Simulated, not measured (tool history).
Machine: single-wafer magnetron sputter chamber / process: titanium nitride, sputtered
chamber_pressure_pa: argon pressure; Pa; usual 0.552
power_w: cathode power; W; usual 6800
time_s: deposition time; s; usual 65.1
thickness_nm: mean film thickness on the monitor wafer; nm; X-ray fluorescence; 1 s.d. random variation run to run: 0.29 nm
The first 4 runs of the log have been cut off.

run   hour  chamber_pressure_pa  power_w  time_s  wafers since the last listed run  wafers on the sputter target  hours since the last manometer calibration  hours since the magnet pack was replaced  hours since the gauge calibration  read-back reference wafer on the same gauge, thickness_nm  thickness_nm
  5   49.0                0.552     5700    65.1                               290                          2045                                      1075.4                                    9882.8                              461.0                                                     87.143        70.825
  6   58.7                0.648     6800    65.1                               200                          2245                                      1085.1                                    9892.5                              470.7                                                     87.141        82.605
  7   71.7                0.648     6800    65.1                               268                          2513                                      1098.1                                    9905.5                              483.7                                                     87.118        82.166
  8   85.4                0.552     6800    65.1                               282                          2796                                      1111.8                                    9919.2                              497.4                                                     87.052        83.478
  9  101.2                0.552     6800    65.1                               325                          3122                                      1127.6                                    9935.0                              513.2                                                     87.065        83.714
 10  118.0                0.552     6800    65.1                               346                          3468                                      1144.4                                    9951.8                              530.0                                                     87.115        83.361
     134.0  -- capacitance manometer re-zeroed and calibrated
 11  134.5                0.552     7500    65.1                               175                          3643                                         0.5                                    9968.3                              546.5                                                     87.068        91.375
 12  144.4                0.552     7500    65.1                               204                          3847                                        10.4                                    9978.2                              556.4                                                     87.077        91.370
 13  160.4                0.552     5450    65.1                               329                          4177                                        26.4                                    9994.2                              572.4                                                     87.077        66.221
 14  170.1                0.552     6800    65.1                               200                          4377                                        36.1                                   10003.9                              582.1                                                     87.023        82.050
     182.0  -- sputter target and shields replaced
 15  194.2                0.552     6800    65.1                               331                           252                                        60.2                                   10028.0                              606.2                                                     87.123        79.909
 16  207.4                0.412     6800    65.1                               272                           524                                        73.4                                   10041.2                              619.4                                                     87.160        81.772
 17  215.4                0.552     6250    73.2                               164                           689                                        81.4                                   10049.2                              627.4                                                     87.096        81.844
     231.5  -- gauge calibrated
 18  231.7                0.772     7550    60.3                               336                          1025                                        97.7                                   10065.5                                0.2                                                     87.107        76.868
 19  248.0                0.428     5150    74.2                               336                          1361                                       114.0                                   10081.8                               16.5                                                     87.099        70.567
 20  260.6                0.648     6800    65.1                               259                          1621                                       126.6                                   10094.4                               29.1                                                     87.043        76.721
 21  273.4                0.449     6800    76.4                               263                          1885                                       139.4                                   10107.2                               41.9                                                     87.080        94.611
 22  288.0                0.703     7850    57.6                               301                          2186                                       154.0                                   10121.8                               56.5                                                     87.102        77.017
     301.5  -- sputter target and shields replaced, repeated, since the last time left the tool worse
 23  304.7                0.399     5900    56.0                               179                            66                                       170.7                                   10138.5                               73.2                                                     87.115        67.314
     316.9  -- magnet pack replaced
 24  321.5                0.421     6800    65.1                               181                           247                                       187.5                                       4.6                               90.0                                                     87.066        88.629
 25  331.0                0.447     5850    75.2                               195                           443                                       197.0                                      14.1                               99.5                                                     87.126        87.757
 26  344.1                0.552     6800    65.1                               270                           713                                       210.1                                      27.2                              112.6                                                     87.172        85.566

Expected results for the next run?
 27  352.6                0.552     7500    65.1                               175                           888                                       218.6                                      35.7                              121.1                                                          ?             ?

Run 27 came out at read-back reference wafer on the same gauge, thickness_nm 87.079, thickness_nm 94.547 nm.
With no hidden state in the tool, this same run would have given thickness_nm 95.772 nm.

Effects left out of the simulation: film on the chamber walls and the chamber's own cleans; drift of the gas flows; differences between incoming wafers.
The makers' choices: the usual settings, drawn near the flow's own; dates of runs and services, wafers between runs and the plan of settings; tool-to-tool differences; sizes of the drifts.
